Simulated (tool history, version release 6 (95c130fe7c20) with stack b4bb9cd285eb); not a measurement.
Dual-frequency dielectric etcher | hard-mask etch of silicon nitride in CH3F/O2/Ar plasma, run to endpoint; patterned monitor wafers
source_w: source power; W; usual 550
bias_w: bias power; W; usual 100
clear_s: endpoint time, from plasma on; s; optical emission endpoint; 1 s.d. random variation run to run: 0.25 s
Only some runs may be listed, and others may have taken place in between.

run,hour,source_w,bias_w,wafers since the last listed run,hours since the last wet clean,hours since the last source power generator calibration,hours since the last bias power generator calibration,hours since the last upper electrode change,"incoming incoming film thickness, nm",clear_s
1,0,550,100,0,507.6,4560,3379.2,3952.2,31.58,33.6
2,24.8,550,100,198,532.4,4584.8,3404,3977,31.07,33
# hour 53: wet clean of the chamber
3,53.5,550,100,37,0.5,4613.5,3432.7,4005.7,31.28,35.1
4,79.1,550,100,204,26.1,4639.1,3458.3,4031.3,30.89,34.2
5,102.2,550,100,184,49.2,4662.2,3481.4,4054.4,31.23,33.9
6,148.5,550,100,370,95.5,4708.5,3527.7,4100.7,30.94,34.3
7,168.7,550,100,161,115.7,4728.7,3547.9,4120.9,30.8,33.7
8,202.9,550,100,273,149.9,4762.9,3582.1,4155.1,30.95,34
9,234.7,550,100,254,181.7,4794.7,3613.9,4186.9,30.95,34.4
10,264.6,460,111,239,211.6,4824.6,3643.8,4216.8,31.13,35.7
11,296.8,460,115,257,243.8,4856.8,3676,4249,31.45,36.2
12,315.5,460,115,149,262.5,4875.5,3694.7,4267.7,31.44,35.8
13,333.6,550,100,144,280.6,4893.6,3712.8,4285.8,30.83,33.7
# hour 349.4: bias power generator calibrated
14,357,550,100,155,304,4917,7.6,4309.2,31.39,33.9
15,386.3,550,100,234,333.3,4946.3,36.9,4338.5,31.37,34.4
16,399.2,550,100,103,346.2,4959.2,49.8,4351.4,31.13,33
17,430.3,550,100,248,377.3,4990.3,80.9,4382.5,31.2,32.9
18,536.8,550,116,852,483.8,5096.8,187.4,4489,31.22,31.5
19,551.7,470,85,119,498.7,5111.7,202.3,4503.9,31.34,37.5
# hour 565.2: source power generator calibrated
20,572.4,550,100,133,519.4,7.2,223,4524.6,30.91,32.6
21,585.7,630,89,106,532.7,20.5,236.3,4537.9,31.18,32
# hour 621.5: upper electrode replaced
# hour 631.2: wet clean of the chamber
22,631.7,550,100,99,0.5,66.5,282.3,10.2,30.99,34.8
23,632,620,117,2,0.8,66.8,282.6,10.5,31.37,32.7
24,654.9,550,100,183,23.7,89.7,305.5,33.4,31.39,35.1
25,675.8,550,100,167,44.6,110.6,326.4,54.3,30.94,34.8
26,698.9,480,100,184,67.7,133.7,349.5,77.4,31.39,37.4
27,711.6,440,116,101,80.4,146.4,362.2,90.1,31.27,37.3
28,738.3,680,114,213,107.1,173.1,388.9,116.8,31.06,30.7
29,754.8,470,78,132,123.6,189.6,405.4,133.3,31.01,39.4
30,775.4,550,100,164,144.2,210.2,426,153.9,31.13,35.3
31,800.9,510,91,204,169.7,235.7,451.5,179.4,31.37,37.5
32,817.1,420,80,129,185.9,251.9,467.7,195.6,31.25,41.5

Predict each of these 4 candidate next runs independently; none follows another, all start after run 32:
A,817.5,420,100,3,186.3,252.3,468.1,196,31.18,?
B,817.5,510,100,3,186.3,252.3,468.1,196,31.18,?
C,817.5,430,100,3,186.3,252.3,468.1,196,31.18,?
D,817.5,610,87,3,186.3,252.3,468.1,196,31.18,?

run,clear_s
A,39.4
B,36.1
C,39
D,34.6
What these runs would have given with no unlogged condition in the tool:
run,clear_s
A,39.6
B,36.3
C,39.2
D,34.8
